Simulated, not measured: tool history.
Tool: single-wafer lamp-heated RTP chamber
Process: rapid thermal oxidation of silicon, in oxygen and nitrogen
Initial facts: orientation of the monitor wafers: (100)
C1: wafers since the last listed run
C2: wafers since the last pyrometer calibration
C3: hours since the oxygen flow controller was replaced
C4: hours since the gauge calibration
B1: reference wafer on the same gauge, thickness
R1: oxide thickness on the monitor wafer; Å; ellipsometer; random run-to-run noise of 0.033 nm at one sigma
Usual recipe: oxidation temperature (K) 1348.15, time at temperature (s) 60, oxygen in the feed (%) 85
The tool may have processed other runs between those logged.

{"run": 1, "hour": 0.0, "oxidation temperature (K)": 1348.15, "time at temperature (s)": 60, "oxygen in the feed (%)": 85, "C1": 0, "C2": 1196, "C3": 732, "C4": 1453.7, "B1": 10.809, "R1": 95.6}
{"run": 2, "hour": 42.5, "oxidation temperature (K)": 1348.15, "time at temperature (s)": 60, "oxygen in the feed (%)": 85, "C1": 454, "C2": 1651, "C3": 774.5, "C4": 1496.2, "B1": 10.816, "R1": 95.57}
{"run": 3, "hour": 77.1, "oxidation temperature (K)": 1348.15, "time at temperature (s)": 60, "oxygen in the feed (%)": 85, "C1": 370, "C2": 2021, "C3": 809.1, "C4": 1530.8, "B1": 10.82, "R1": 95.81}
{"run": 4, "hour": 136.7, "oxidation temperature (K)": 1348.15, "time at temperature (s)": 60, "oxygen in the feed (%)": 85, "C1": 637, "C2": 2658, "C3": 868.7, "C4": 1590.4, "B1": 10.823, "R1": 96.19}
{"run": 5, "hour": 166.5, "oxidation temperature (K)": 1348.15, "time at temperature (s)": 50, "oxygen in the feed (%)": 85, "C1": 318, "C2": 2977, "C3": 898.5, "C4": 1620.2, "B1": 10.816, "R1": 88.26}
{"run": 6, "hour": 194.1, "oxidation temperature (K)": 1348.15, "time at temperature (s)": 50, "oxygen in the feed (%)": 85, "C1": 295, "C2": 3272, "C3": 926.1, "C4": 1647.8, "B1": 10.81, "R1": 88.51}
{"run": 7, "hour": 250.0, "oxidation temperature (K)": 1368.15, "time at temperature (s)": 60, "oxygen in the feed (%)": 64, "C1": 597, "C2": 3870, "C3": 982, "C4": 1703.7, "B1": 10.823, "R1": 98.59}
{"run": 8, "hour": 416.6, "oxidation temperature (K)": 1368.15, "time at temperature (s)": 60, "oxygen in the feed (%)": 64, "C1": 1782, "C2": 5652, "C3": 1148.6, "C4": 1870.3, "B1": 10.822, "R1": 98.34}
{"hour": 451.7, "done": "pyrometer window cleaned and pyrometer calibrated"}
{"run": 9, "hour": 505.0, "oxidation temperature (K)": 1368.15, "time at temperature (s)": 60, "oxygen in the feed (%)": 64, "C1": 860, "C2": 570, "C3": 1237, "C4": 1958.7, "B1": 10.843, "R1": 98.9}
{"run": 10, "hour": 552.8, "oxidation temperature (K)": 1348.15, "time at temperature (s)": 79, "oxygen in the feed (%)": 98, "C1": 511, "C2": 1081, "C3": 1284.8, "C4": 2006.5, "B1": 10.834, "R1": 114.61}
{"run": 11, "hour": 581.3, "oxidation temperature (K)": 1348.15, "time at temperature (s)": 79, "oxygen in the feed (%)": 98, "C1": 304, "C2": 1386, "C3": 1313.3, "C4": 2035, "B1": 10.823, "R1": 113.96}
{"run": 12, "hour": 634.2, "oxidation temperature (K)": 1348.15, "time at temperature (s)": 79, "oxygen in the feed (%)": 98, "C1": 565, "C2": 1952, "C3": 1366.2, "C4": 2087.9, "B1": 10.843, "R1": 113.99}
{"run": 13, "hour": 693.7, "oxidation temperature (K)": 1348.15, "time at temperature (s)": 60, "oxygen in the feed (%)": 85, "C1": 636, "C2": 2588, "C3": 1425.7, "C4": 2147.4, "B1": 10.836, "R1": 95.27}
{"run": 14, "hour": 734.5, "oxidation temperature (K)": 1348.15, "time at temperature (s)": 60, "oxygen in the feed (%)": 85, "C1": 436, "C2": 3025, "C3": 1466.5, "C4": 2188.2, "B1": 10.844, "R1": 96.3}
{"run": 15, "hour": 772.7, "oxidation temperature (K)": 1348.15, "time at temperature (s)": 60, "oxygen in the feed (%)": 85, "C1": 408, "C2": 3433, "C3": 1504.7, "C4": 2226.4, "B1": 10.851, "R1": 96.29}
{"run": 16, "hour": 805.4, "oxidation temperature (K)": 1348.15, "time at temperature (s)": 72, "oxygen in the feed (%)": 85, "C1": 349, "C2": 3783, "C3": 1537.4, "C4": 2259.1, "B1": 10.833, "R1": 104.92}
{"run": 17, "hour": 847.9, "oxidation temperature (K)": 1348.15, "time at temperature (s)": 72, "oxygen in the feed (%)": 85, "C1": 454, "C2": 4238, "C3": 1579.9, "C4": 2301.6, "B1": 10.841, "R1": 104.06}
{"hour": 890.5, "done": "gauge calibrated"}
{"run": 18, "hour": 894.9, "oxidation temperature (K)": 1358.15, "time at temperature (s)": 60, "oxygen in the feed (%)": 85, "C1": 502, "C2": 4741, "C3": 1626.9, "C4": 4.4, "B1": 10.579, "R1": 99.82}
{"run": 19, "hour": 925.1, "oxidation temperature (K)": 1348.15, "time at temperature (s)": 60, "oxygen in the feed (%)": 85, "C1": 323, "C2": 5064, "C3": 1657.1, "C4": 34.6, "B1": 10.585, "R1": 93.42}
{"run": 20, "hour": 979.1, "oxidation temperature (K)": 1348.15, "time at temperature (s)": 72, "oxygen in the feed (%)": 85, "C1": 577, "C2": 5641, "C3": 1711.1, "C4": 88.6, "B1": 10.609, "R1": 102.09}
{"run": 21, "hour": 1007.7, "oxidation temperature (K)": 1364.15, "time at temperature (s)": 60, "oxygen in the feed (%)": 85, "C1": 305, "C2": 5947, "C3": 1739.7, "C4": 117.2, "B1": 10.609, "R1": 104.09}
{"run": 22, "hour": 1043.6, "oxidation temperature (K)": 1360.15, "time at temperature (s)": 60, "oxygen in the feed (%)": 85, "C1": 384, "C2": 6331, "C3": 1775.6, "C4": 153.1, "B1": 10.62, "R1": 101.48}
{"run": 23, "hour": 1088.1, "oxidation temperature (K)": 1332.15, "time at temperature (s)": 34, "oxygen in the feed (%)": 85, "C1": 476, "C2": 6807, "C3": 1820.1, "C4": 197.6, "B1": 10.643, "R1": 65.87}
{"hour": 1128.1, "done": "oxygen flow controller replaced"}
{"run": 24, "hour": 1134.6, "oxidation temperature (K)": 1322.15, "time at temperature (s)": 71, "oxygen in the feed (%)": 98, "C1": 411, "C2": 7219, "C3": 6.5, "C4": 244.1, "B1": 10.654, "R1": 89.82}
{"hour": 1169.2, "done": "pyrometer window cleaned and pyrometer calibrated"}
{"run": 25, "hour": 1169.7, "oxidation temperature (K)": 1348.15, "time at temperature (s)": 60, "oxygen in the feed (%)": 85, "C1": 289, "C2": 5, "C3": 41.6, "C4": 279.2, "B1": 10.666, "R1": 94.46}
{"run": 26, "hour": 1222.8, "oxidation temperature (K)": 1348.15, "time at temperature (s)": 60, "oxygen in the feed (%)": 85, "C1": 568, "C2": 573, "C3": 94.7, "C4": 332.3, "B1": 10.68, "R1": 94.15}
{"run": 27, "hour": 1253.7, "oxidation temperature (K)": 1348.15, "time at temperature (s)": 60, "oxygen in the feed (%)": 85, "C1": 330, "C2": 903, "C3": 125.6, "C4": 363.2, "B1": 10.687, "R1": 94.25}
{"run": 28, "hour": 1298.0, "oxidation temperature (K)": 1332.15, "time at temperature (s)": 60, "oxygen in the feed (%)": 93, "C1": 473, "C2": 1377, "C3": 169.9, "C4": 407.5, "B1": 10.698, "R1": 87.55}
{"run": 29, "hour": 1360.9, "oxidation temperature (K)": 1356.15, "time at temperature (s)": 87, "oxygen in the feed (%)": 98, "C1": 672, "C2": 2050, "C3": 232.8, "C4": 470.4, "B1": 10.72, "R1": 124.95}
{"run": 30, "hour": 1389.9, "oxidation temperature (K)": 1348.15, "time at temperature (s)": 31, "oxygen in the feed (%)": 61, "C1": 310, "C2": 2360, "C3": 261.8, "C4": 499.4, "B1": 10.71, "R1": 63.18}
{"run": 31, "hour": 1441.5, "oxidation temperature (K)": 1348.15, "time at temperature (s)": 60, "oxygen in the feed (%)": 85, "C1": 551, "C2": 2912, "C3": 313.4, "C4": 551, "B1": 10.721, "R1": 95.32}
{"run": 32, "hour": 1508.1, "oxidation temperature (K)": 1332.15, "time at temperature (s)": 60, "oxygen in the feed (%)": 85, "C1": 712, "C2": 3625, "C3": 380, "C4": 617.6, "B1": 10.745, "R1": 85.82}
{"run": 33, "hour": 1577.9, "oxidation temperature (K)": 1375.15, "time at temperature (s)": 76, "oxygen in the feed (%)": 98, "C1": 746, "C2": 4371, "C3": 449.8, "C4": 687.4, "B1": 10.767, "R1": 131.71}
{"run": 34, "hour": 1638.7, "oxidation temperature (K)": 1348.15, "time at temperature (s)": 39, "oxygen in the feed (%)": 60, "C1": 650, "C2": 5022, "C3": 510.6, "C4": 748.2, "B1": 10.765, "R1": 69.52}
{"run": 35, "hour": 1679.7, "oxidation temperature (K)": 1339.15, "time at temperature (s)": 46, "oxygen in the feed (%)": 65, "C1": 438, "C2": 5460, "C3": 551.6, "C4": 789.2, "B1": 10.773, "R1": 72.56}
{"run": 36, "hour": 1744.6, "oxidation temperature (K)": 1324.15, "time at temperature (s)": 85, "oxygen in the feed (%)": 64, "C1": 694, "C2": 6155, "C3": 616.5, "C4": 854.1, "B1": 10.788, "R1": 85.57}
{"run": 37, "hour": 1782.3, "oxidation temperature (K)": 1372.15, "time at temperature (s)": 60, "oxygen in the feed (%)": 85, "C1": 403, "C2": 6558, "C3": 654.2, "C4": 891.8, "B1": 10.783, "R1": 111.58}
{"run": 38, "hour": 1835.9, "oxidation temperature (K)": 1348.15, "time at temperature (s)": 60, "oxygen in the feed (%)": 85, "C1": 573, "C2": 7131, "C3": 707.8, "C4": 945.4, "B1": 10.803, "R1": 95.81}

Consider 4 possible next runs. They are alternatives, not a sequence: every one starts from the tool as it was left by run 38. What does each give?
{"run": "A", "hour": 1836.3, "oxidation temperature (K)": 1348.15, "time at temperature (s)": 60, "oxygen in the feed (%)": 85, "C1": 4, "C2": 7136, "C3": 708.2, "C4": 945.8, "B1": "?", "R1": "?"}
{"run": "B", "hour": 1836.3, "oxidation temperature (K)": 1326.15, "time at temperature (s)": 83, "oxygen in the feed (%)": 98, "C1": 4, "C2": 7136, "C3": 708.2, "C4": 945.8, "B1": "?", "R1": "?"}
{"run": "C", "hour": 1836.3, "oxidation temperature (K)": 1366.15, "time at temperature (s)": 80, "oxygen in the feed (%)": 85, "C1": 4, "C2": 7136, "C3": 708.2, "C4": 945.8, "B1": "?", "R1": "?"}
{"run": "D", "hour": 1836.3, "oxidation temperature (K)": 1322.15, "time at temperature (s)": 36, "oxygen in the feed (%)": 59, "C1": 4, "C2": 7136, "C3": 708.2, "C4": 945.8, "B1": "?", "R1": "?"}

run=A B1=10.791 R1=95.86
run=B B1=10.791 R1=100.75
run=C B1=10.791 R1=122.67
run=D B1=10.791 R1=56.63
Without the tool's unlogged condition, the same runs would have read:
run=A R1=93.78
run=B R1=98.57
run=C R1=120.01
run=D R1=55.41

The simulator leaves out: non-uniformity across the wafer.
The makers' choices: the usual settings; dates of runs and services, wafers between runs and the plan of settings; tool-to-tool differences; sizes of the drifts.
